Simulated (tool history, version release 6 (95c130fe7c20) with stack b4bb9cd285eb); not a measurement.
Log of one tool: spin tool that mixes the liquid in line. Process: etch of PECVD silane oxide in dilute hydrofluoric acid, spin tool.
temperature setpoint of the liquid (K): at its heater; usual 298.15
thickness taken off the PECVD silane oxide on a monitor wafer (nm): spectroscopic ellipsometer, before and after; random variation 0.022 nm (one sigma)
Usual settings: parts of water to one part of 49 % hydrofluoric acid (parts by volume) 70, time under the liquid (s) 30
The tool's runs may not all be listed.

run,day,temperature setpoint of the liquid (K),parts of water to one part of 49 % hydrofluoric acid (parts by volume),time under the liquid (s),wafers since the last listed run,hours since the thermometer was replaced,hours since the hydrofluoric acid flow meter was replaced,hours since the gauge calibration,"read-back film thickness of the PECVD silane oxide reference wafer, read on the same gauge (nm)",thickness taken off the PECVD silane oxide on a monitor wafer (nm)
1,0,295.65,70,25,0,577.6,656.9,336.2,50,4.77
2,1.292,295.65,70,25,312,608.6,687.9,367.2,50.04,4.75
# day 1.871: gauge calibrated
3,2.65,295.65,70,25,328,641.2,720.5,18.7,50,4.75
4,3.512,298.15,70,30,208,661.9,741.2,39.4,50.03,6.3
5,4.892,298.15,70,30,333,695,774.3,72.5,50.05,6.29
6,6.038,298.15,70,30,276,722.5,801.8,100,50,6.27
7,7.146,298.15,70,30,267,749.1,828.4,126.6,49.99,6.26
8,8.279,298.15,70,30,273,776.3,855.6,153.8,49.98,6.25
9,8.954,298.15,70,30,163,792.5,871.8,170,50.04,6.25
10,10.225,298.15,70,30,306,823,902.3,200.5,49.98,6.2
11,11.367,300.15,85,30,275,850.4,929.7,227.9,49.99,5.45
# day 11.65: hydrofluoric acid flow meter replaced
12,12.142,300.15,85,30,177,869,11.8,246.5,49.98,5.44
13,13.225,299.65,70,30,261,895,37.8,272.5,50,6.65
14,14.442,299.65,70,30,293,924.2,67,301.7,49.99,6.56
15,16.188,294.15,70,30,421,966.1,108.9,343.6,50,5.29
# day 16.842: gauge calibrated
16,17.658,294.65,70,30,355,1001.4,144.2,19.6,49.97,5.42
17,18.392,298.15,70,30,177,1019,161.8,37.2,50.01,6.19
18,19.588,298.15,70,15,288,1047.7,190.5,65.9,49.99,3.1
19,20.579,295.65,70,25,239,1071.5,214.3,89.7,50.01,4.68
20,21.271,296.65,40,45,167,1088.1,230.9,106.3,49.99,15.85
21,22.538,295.65,70,25,305,1118.5,261.3,136.7,49.99,4.63
22,23.425,298.15,70,30,214,1139.8,282.6,158,50.03,6.18
# day 23.888: thermometer replaced
23,24.092,293.65,80,20,150,4.9,298.6,174,50.04,3.13
24,25.288,298.15,45,30,288,33.6,327.3,202.7,49.99,10.35
25,27.475,298.15,90,15,528,86.1,379.8,255.2,50.04,2.46
26,28.488,296.65,55,15,244,110.4,404.1,279.5,50,3.94
27,29.471,298.15,70,30,237,134,427.7,303.1,50,6.47
28,30.888,298.15,95,30,342,168,461.7,337.1,50,4.6
29,31.546,298.15,95,30,159,183.8,477.5,352.9,50.04,4.63

4 ways to go on from here, each from the tool as it stands after run 29. What would each give?
A,31.562,298.15,70,30,4,184.2,477.9,353.3,?,?
B,31.562,301.65,70,30,4,184.2,477.9,353.3,?,?
C,31.562,298.15,50,40,4,184.2,477.9,353.3,?,?
D,31.562,295.65,50,20,4,184.2,477.9,353.3,?,?

run,"read-back film thickness of the PECVD silane oxide reference wafer, read on the same gauge (nm)",thickness taken off the PECVD silane oxide on a monitor wafer (nm)
A,50.03,6.48
B,50.03,7.45
C,50.03,12.42
D,50.03,5.6
Without the tool's hidden state the same runs would have given:
run,thickness taken off the PECVD silane oxide on a monitor wafer (nm)
A,6.56
B,7.54
C,12.59
D,5.68
